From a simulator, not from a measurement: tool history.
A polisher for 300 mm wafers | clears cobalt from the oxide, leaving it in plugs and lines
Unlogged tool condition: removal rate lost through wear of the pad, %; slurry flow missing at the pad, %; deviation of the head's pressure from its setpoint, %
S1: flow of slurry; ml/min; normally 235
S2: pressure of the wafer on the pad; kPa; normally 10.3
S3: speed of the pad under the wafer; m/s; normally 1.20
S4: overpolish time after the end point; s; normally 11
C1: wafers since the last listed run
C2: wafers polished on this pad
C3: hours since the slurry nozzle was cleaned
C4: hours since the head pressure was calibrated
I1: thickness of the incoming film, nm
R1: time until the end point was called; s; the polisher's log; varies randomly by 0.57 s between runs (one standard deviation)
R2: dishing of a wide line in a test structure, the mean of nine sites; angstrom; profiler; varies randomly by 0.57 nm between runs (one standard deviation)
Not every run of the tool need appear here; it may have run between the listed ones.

run	day	S1	S2	S3	S4	C1	C2	C3	C4	I1	R1	R2
1	0.000	235	10.3	1.06	11	0	652	96.1	59.7	160.2	48.2	287
2	0.979	235	10.3	1.06	11	199	851	119.6	83.2	160.2	47.4	288
# day 2.262: worn pad replaced by a new one
3	2.388	235	10.3	0.94	11	252	25	153.4	117.0	163.1	54.9	265
4	3.688	235	10.3	1.20	11	264	289	184.6	148.2	157.2	42.3	323
5	5.096	235	9.7	1.32	11	286	575	218.4	182.0	160.4	40.0	329
6	5.688	235	9.7	1.32	11	120	695	232.6	196.2	160.6	39.6	339
7	6.596	235	9.7	1.32	11	184	880	254.4	218.0	159.9	40.3	340
8	7.196	235	10.3	1.20	11	121	1002	268.8	232.4	162.6	42.1	342
# day 7.904: worn pad replaced by a new one
9	8.308	235	10.3	1.20	11	192	81	295.5	259.1	160.8	40.5	333
10	9.267	235	10.3	1.20	11	194	276	318.5	282.1	159.4	40.0	318
11	10.471	235	10.3	1.20	11	244	521	347.4	311.0	160.6	40.1	331
# day 10.633: head pressure recalibrated
12	11.462	235	10.3	1.20	11	184	706	371.2	19.9	160.0	42.8	317
13	12.796	275	13.1	0.98	11	271	977	403.2	51.9	158.1	42.7	306
# day 13.383: worn pad replaced by a new one
14	14.183	175	10.3	1.06	11	248	162	436.5	85.2	163.6	51.6	277
# day 14.883: slurry nozzle cleaned
15	15.496	195	8.3	1.42	11	258	420	14.7	116.7	160.7	40.9	328
16	16.217	210	13.1	1.52	4	146	567	32.0	134.0	162.7	29.4	190
17	18.192	235	10.3	1.20	11	401	968	79.4	181.4	159.4	41.8	320
18	19.254	235	12.4	1.20	11	216	1184	104.9	206.9	161.1	36.8	357
# day 19.708: worn pad replaced by a new one
19	20.583	205	10.3	1.20	13	236	177	136.8	238.8	161.2	41.3	368
20	21.221	285	11.7	1.20	11	129	307	152.1	254.1	161.5	37.2	354
21	22.225	190	10.3	1.20	18	204	511	176.2	278.2	157.7	41.2	435
22	23.117	235	10.3	1.20	5	181	692	197.6	299.6	161.6	41.2	170
# day 24.358: head pressure recalibrated
# day 25.221: worn pad replaced by a new one
23	25.483	235	10.3	1.20	11	430	53	254.4	27.0	159.4	42.3	318
24	27.692	235	10.3	1.32	11	448	502	307.4	80.0	160.7	39.1	347

Below are 3 alternative next runs, each starting from the tool's condition after run 24. Predict each:
A	27.708	235	10.3	1.20	11	3	505	307.8	80.4	160.1	?	?
B	27.708	235	12.4	1.20	13	3	505	307.8	80.4	160.1	?	?
C	27.708	165	10.3	1.20	11	3	505	307.8	80.4	160.1	?	?

run	R1	R2
A	42.5	310
B	37.8	378
C	44.5	300
The same runs, with their run-to-run variation unchanged, on a tool lacking any hidden condition would have given:
run	R1	R2
A	43.0	308
B	38.2	375
C	45.0	298

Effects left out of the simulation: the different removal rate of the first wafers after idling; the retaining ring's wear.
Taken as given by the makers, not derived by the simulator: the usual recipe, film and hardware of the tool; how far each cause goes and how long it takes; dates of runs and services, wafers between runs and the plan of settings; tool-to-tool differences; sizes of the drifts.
